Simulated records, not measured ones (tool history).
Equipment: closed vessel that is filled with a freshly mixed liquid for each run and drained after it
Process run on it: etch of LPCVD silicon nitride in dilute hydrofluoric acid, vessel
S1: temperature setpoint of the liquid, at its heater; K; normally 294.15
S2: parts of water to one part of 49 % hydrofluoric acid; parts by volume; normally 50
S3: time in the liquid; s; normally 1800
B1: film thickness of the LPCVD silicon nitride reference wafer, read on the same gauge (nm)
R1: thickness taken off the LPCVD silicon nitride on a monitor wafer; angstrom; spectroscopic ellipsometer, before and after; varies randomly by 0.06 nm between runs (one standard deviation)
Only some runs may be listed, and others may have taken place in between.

run 1 hour=0 | S1=294.15 S2=50 S3=1800 | B1=130.01 | R1=140.9
run 2 hour=92.1 | S1=294.15 S2=50 S3=2460 | B1=130.01 | R1=193.2
run 3 hour=148.4 | S1=294.15 S2=50 S3=1800 | B1=130 | R1=140.2
run 4 hour=194.8 | S1=294.15 S2=50 S3=1800 | B1=130.02 | R1=141.5
run 5 hour=235.4 | S1=294.15 S2=50 S3=1800 | B1=130.01 | R1=140.4
run 6 hour=285 | S1=294.15 S2=50 S3=1800 | B1=130.03 | R1=141.5
run 7 hour=367.1 | S1=294.15 S2=50 S3=1800 | B1=129.99 | R1=140.8
run 8 hour=421.4 | S1=294.15 S2=50 S3=1800 | B1=130 | R1=141.1
-- hour=557.6 thermometer replaced
-- hour=561.4 gauge calibrated
run 9 hour=697.7 | S1=294.15 S2=50 S3=1800 | B1=129.99 | R1=140.9
run 10 hour=847.9 | S1=294.15 S2=50 S3=1800 | B1=129.99 | R1=139.6
run 11 hour=898.9 | S1=296.65 S2=50 S3=1360 | B1=130 | R1=126.6
run 12 hour=982.3 | S1=294.15 S2=50 S3=1800 | B1=129.99 | R1=140.5
run 13 hour=1039.1 | S1=294.15 S2=50 S3=1800 | B1=129.98 | R1=140.5
run 14 hour=1102.4 | S1=294.15 S2=50 S3=1800 | B1=129.99 | R1=141.1
run 15 hour=1179.8 | S1=290.15 S2=40 S3=2265 | B1=130.01 | R1=165.3
run 16 hour=1407 | S1=294.15 S2=50 S3=1800 | B1=130.01 | R1=140.7
-- hour=1470.6 hydrofluoric acid flow meter replaced
run 17 hour=1510.7 | S1=292.15 S2=50 S3=1800 | B1=129.99 | R1=123.1
run 18 hour=1561 | S1=298.65 S2=30 S3=2075 | B1=130.02 | R1=361.3
run 19 hour=1659.4 | S1=290.15 S2=60 S3=2130 | B1=130.01 | R1=105.6
run 20 hour=1723.8 | S1=294.15 S2=50 S3=810 | B1=130 | R1=63.6
run 21 hour=1764.7 | S1=295.65 S2=50 S3=855 | B1=130.01 | R1=74
run 22 hour=1805.3 | S1=290.15 S2=25 S3=2555 | B1=130 | R1=296.2
run 23 hour=1842.9 | S1=294.15 S2=50 S3=1800 | B1=129.98 | R1=141.1
run 24 hour=1929.2 | S1=294.15 S2=50 S3=1800 | B1=129.99 | R1=141.1
run 25 hour=2015.9 | S1=296.65 S2=35 S3=1235 | B1=129.99 | R1=162.5
run 26 hour=2116 | S1=291.65 S2=40 S3=985 | B1=129.98 | R1=80.8
run 27 hour=2155.3 | S1=294.15 S2=50 S3=1800 | B1=130.01 | R1=140.1
run 28 hour=2244.4 | S1=294.15 S2=50 S3=1070 | B1=130.01 | R1=83.6
run 29 hour=2310.1 | S1=294.15 S2=50 S3=2265 | B1=129.97 | R1=177.5
run 30 hour=2383.4 | S1=294.15 S2=50 S3=1800 | B1=130 | R1=140.1
run 31 hour=2422 | S1=296.15 S2=65 S3=1520 | B1=129.99 | R1=106.1
run 32 hour=2508.5 | S1=292.15 S2=70 S3=2570 | B1=130.01 | R1=126

Predict each of these 4 candidate next runs independently; none follows another, all start after run 32:
run A hour=2509.7 | S1=294.15 S2=50 S3=1800 | B1=? | R1=?
run B hour=2509.7 | S1=295.65 S2=60 S3=1800 | B1=? | R1=?
run C hour=2509.7 | S1=296.65 S2=40 S3=2445 | B1=? | R1=?
run D hour=2509.7 | S1=290.15 S2=50 S3=1800 | B1=? | R1=?

run=A B1=130.01 R1=141.2
run=B B1=130.01 R1=131
run=C B1=130.01 R1=282.9
run=D B1=130.01 R1=106.7
Stripped of hidden state, with their random variation kept, the same runs would have yielded:
run=A R1=141.2
run=B R1=131
run=C R1=282.9
run=D R1=106.7
